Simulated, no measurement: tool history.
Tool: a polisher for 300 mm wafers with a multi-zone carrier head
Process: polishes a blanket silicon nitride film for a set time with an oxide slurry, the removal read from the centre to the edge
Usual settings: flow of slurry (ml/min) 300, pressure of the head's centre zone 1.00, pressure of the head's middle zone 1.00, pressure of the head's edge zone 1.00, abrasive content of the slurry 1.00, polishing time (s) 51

run,day,flow of slurry (ml/min),pressure of the head's centre zone,pressure of the head's middle zone,pressure of the head's edge zone,abrasive content of the slurry,polishing time (s),"incoming thickness of the incoming film, nm",film removed at the wafer's centre (nm),film removed at mid-radius (nm),film removed at the wafer's edge (nm)
1,0.000,360,1.00,1.00,1.00,1.00,51,413.3,30.8,30.7,31.0
2,1.454,360,1.00,1.00,1.00,1.00,51,420.3,30.1,29.3,30.8
# day 2.588: worn pad replaced by a new one
3,3.825,360,1.00,1.00,1.00,1.00,51,420.7,33.0,32.3,33.7
# day 5.162: edge zone pressure recalibrated
4,5.692,300,1.00,1.00,1.00,1.00,51,413.4,30.0,30.2,32.0
# day 6.604: slurry nozzle cleaned
5,6.729,300,1.00,1.00,1.00,1.00,51,426.3,33.5,32.7,33.6
6,9.600,390,1.00,1.00,1.00,1.00,51,429.0,33.8,33.2,32.8
7,10.979,300,1.07,1.00,1.00,1.10,36,410.4,24.9,22.8,24.3
8,13.296,300,1.00,1.00,1.00,1.00,51,419.4,30.3,30.5,31.2
# day 14.304: worn pad replaced by a new one
9,16.242,300,1.00,1.09,1.00,1.00,38,419.8,23.9,25.0,24.7
10,17.575,300,0.88,1.00,1.06,1.00,58,424.9,32.4,36.2,38.4
# day 18.371: centre zone pressure recalibrated
11,19.729,395,1.00,1.00,1.00,1.00,51,420.4,32.8,32.1,32.8
12,21.242,300,1.00,1.00,1.00,1.00,51,413.4,30.2,29.8,30.8
13,23.125,260,1.00,1.11,1.00,0.90,43,423.8,21.5,22.9,23.3
# day 23.312: slurry nozzle cleaned
14,24.133,300,1.09,1.00,1.06,1.15,59,421.9,42.1,38.0,40.1
15,25.208,205,1.00,0.95,0.93,1.15,51,413.1,31.3,30.0,30.5
# day 25.558: carrier head's membrane replaced by a new one
# day 26.525: worn pad replaced by a new one
16,27.283,255,1.00,1.00,1.00,1.00,51,418.1,33.0,31.9,34.1
17,29.571,300,1.00,1.12,1.00,1.00,51,412.1,32.7,34.7,33.1
18,32.450,250,1.05,1.00,1.07,1.00,35,415.7,22.3,21.3,22.6
19,35.333,300,1.00,1.00,1.00,1.00,51,419.6,30.7,30.0,30.4
# day 36.329: slurry nozzle cleaned
20,36.621,300,1.00,1.00,1.00,1.00,51,426.0,31.5,30.8,31.9

Forecast run 21:
# day 38.029: worn pad replaced by a new one
21,39.171,300,1.11,1.00,1.00,1.00,51,418.6,?,?,?

film removed at the wafer's centre (nm): 37.7
film removed at mid-radius (nm): 32.9
film removed at the wafer's edge (nm): 33.9
Without the tool's hidden state the same run would have given film removed at the wafer's centre (nm) 38.2, film removed at mid-radius (nm) 33.3, film removed at the wafer's edge (nm) 34.3.

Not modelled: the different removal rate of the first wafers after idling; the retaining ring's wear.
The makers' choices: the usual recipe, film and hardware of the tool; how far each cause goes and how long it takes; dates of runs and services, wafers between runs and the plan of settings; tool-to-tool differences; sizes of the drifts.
